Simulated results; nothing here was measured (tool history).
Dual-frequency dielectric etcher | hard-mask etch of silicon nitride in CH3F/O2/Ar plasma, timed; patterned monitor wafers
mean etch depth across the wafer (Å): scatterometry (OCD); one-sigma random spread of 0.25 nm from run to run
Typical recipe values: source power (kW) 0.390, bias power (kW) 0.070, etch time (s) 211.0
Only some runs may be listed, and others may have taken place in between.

run   hour  source power (kW)  bias power (kW)  etch time (s)  wafers since the last listed run  hours since the last wet clean  hours since the last source power generator calibration  hours since the last bias power generator calibration  hours since the last upper electrode change  hours since the gauge calibration  read-back reference wafer on the same gauge, depth_nm  mean etch depth across the wafer (Å)
  1    0.0              0.390            0.070          211.0                                 0                           583.4                                                   4240.8                                                 4034.0                                       3525.6                              129.0                                                  187.0                                  1591
  2   17.3              0.390            0.070          211.0                               111                           600.7                                                   4258.1                                                 4051.3                                       3542.9                              146.3                                                  187.0                                  1596
  3   32.5              0.390            0.070          211.0                                97                           615.9                                                   4273.3                                                 4066.5                                       3558.1                              161.5                                                  187.0                                  1588
  4   53.4              0.390            0.070          211.0                               134                           636.8                                                   4294.2                                                 4087.4                                       3579.0                              182.4                                                  187.0                                  1588
  5   69.3              0.390            0.060          211.0                               102                           652.7                                                   4310.1                                                 4103.3                                       3594.9                              198.3                                                  187.0                                  1535
  6   81.1              0.390            0.060          211.0                                75                           664.5                                                   4321.9                                                 4115.1                                       3606.7                              210.1                                                  187.0                                  1528
     111.2  -- wet clean of the chamber
     120.8  -- bias power generator calibrated
     129.4  -- upper electrode replaced
  7  129.9              0.390            0.060          211.0                                78                            18.7                                                   4370.7                                                    9.1                                          0.5                              258.9                                                  187.0                                  1592
  8  130.3              0.390            0.070          211.0                                 2                            19.1                                                   4371.1                                                    9.5                                          0.9                              259.3                                                  187.0                                  1648
  9  130.7              0.390            0.070          211.0                                 2                            19.5                                                   4371.5                                                    9.9                                          1.3                              259.7                                                  187.0                                  1647
 10  150.9              0.390            0.070          211.0                               129                            39.7                                                   4391.7                                                   30.1                                         21.5                              279.9                                                  187.0                                  1649
     156.4  -- gauge calibrated
     157.9  -- source power generator calibrated
 11  160.4              0.390            0.079          238.5                                35                            49.2                                                      2.5                                                   39.6                                         31.0                                4.0                                                  186.9                                  1917
 12  166.9              0.390            0.070          211.0                                41                            55.7                                                      9.0                                                   46.1                                         37.5                               10.5                                                  187.0                                  1643
 13  181.2              0.390            0.070          211.0                                91                            70.0                                                     23.3                                                   60.4                                         51.8                               24.8                                                  187.0                                  1645
 14  190.8              0.420            0.061          234.5                                61                            79.6                                                     32.9                                                   70.0                                         61.4                               34.4                                                  187.0                                  1812
 15  205.3              0.390            0.070          211.0                                93                            94.1                                                     47.4                                                   84.5                                         75.9                               48.9                                                  187.0                                  1644
 16  215.0              0.390            0.075          180.0                                62                           103.8                                                     57.1                                                   94.2                                         85.6                               58.6                                                  187.0                                  1427
 17  227.5              0.340            0.085          151.5                                80                           116.3                                                     69.6                                                  106.7                                         98.1                               71.1                                                  187.1                                  1183
 18  239.1              0.320            0.086          171.0                                74                           127.9                                                     81.2                                                  118.3                                        109.7                               82.7                                                  187.0                                  1313
 19  250.8              0.390            0.070          211.0                                75                           139.6                                                     92.9                                                  130.0                                        121.4                               94.4                                                  187.0                                  1640
 20  266.6              0.330            0.084          237.0                               101                           155.4                                                    108.7                                                  145.8                                        137.2                              110.2                                                  187.0                                  1824
 21  272.6              0.320            0.086          255.0                                38                           161.4                                                    114.7                                                  151.8                                        143.2                              116.2                                                  187.0                                  1952
 22  283.4              0.430            0.070          269.5                                69                           172.2                                                    125.5                                                  162.6                                        154.0                              127.0                                                  187.0                                  2161
 23  291.0              0.340            0.064          172.5                                48                           179.8                                                    133.1                                                  170.2                                        161.6                              134.6                                                  187.1                                  1248
 24  302.4              0.320            0.065          252.0                                73                           191.2                                                    144.5                                                  181.6                                        173.0                              146.0                                                  187.0                                  1797
 25  314.9              0.420            0.083          176.5                                80                           203.7                                                    157.0                                                  194.1                                        185.5                              158.5                                                  187.0                                  1463
 26  325.0              0.310            0.056          153.5                                64                           213.8                                                    167.1                                                  204.2                                        195.6                              168.6                                                  187.0                                  1043
 27  333.9              0.390            0.064          211.0                                57                           222.7                                                    176.0                                                  213.1                                        204.5                              177.5                                                  187.0                                  1593
 28  349.9              0.360            0.084          170.5                               102                           238.7                                                    192.0                                                  229.1                                        220.5                              193.5                                                  187.0                                  1342
 29  359.3              0.390            0.070          211.0                                60                           248.1                                                    201.4                                                  238.5                                        229.9                              202.9                                                  187.0                                  1628

What the log doesn't show, run by run:
source power that arrives over what is set, %: 0, the same for each run
bias power that arrives over what is set, %: 0, the same for each run
gauge reads high (%): 0, the same for each run
H1: etch rate over this chamber's usual, %
run        H1
  1      -3.1
  2     -3.19
  3     -3.26
  4     -3.37
  5     -3.45
  6     -3.51
  7     0.298
  8     0.296
  9     0.294
 10     0.193
 11     0.145
 12     0.113
 13    0.0413
 14  -0.00671
 15   -0.0792
 16    -0.128
 17     -0.19
 18    -0.248
 19    -0.307
 20    -0.386
 21    -0.416
 22     -0.47
 23    -0.508
 24    -0.565
 25    -0.627
 26    -0.678
 27    -0.722
 28    -0.802
 29    -0.849
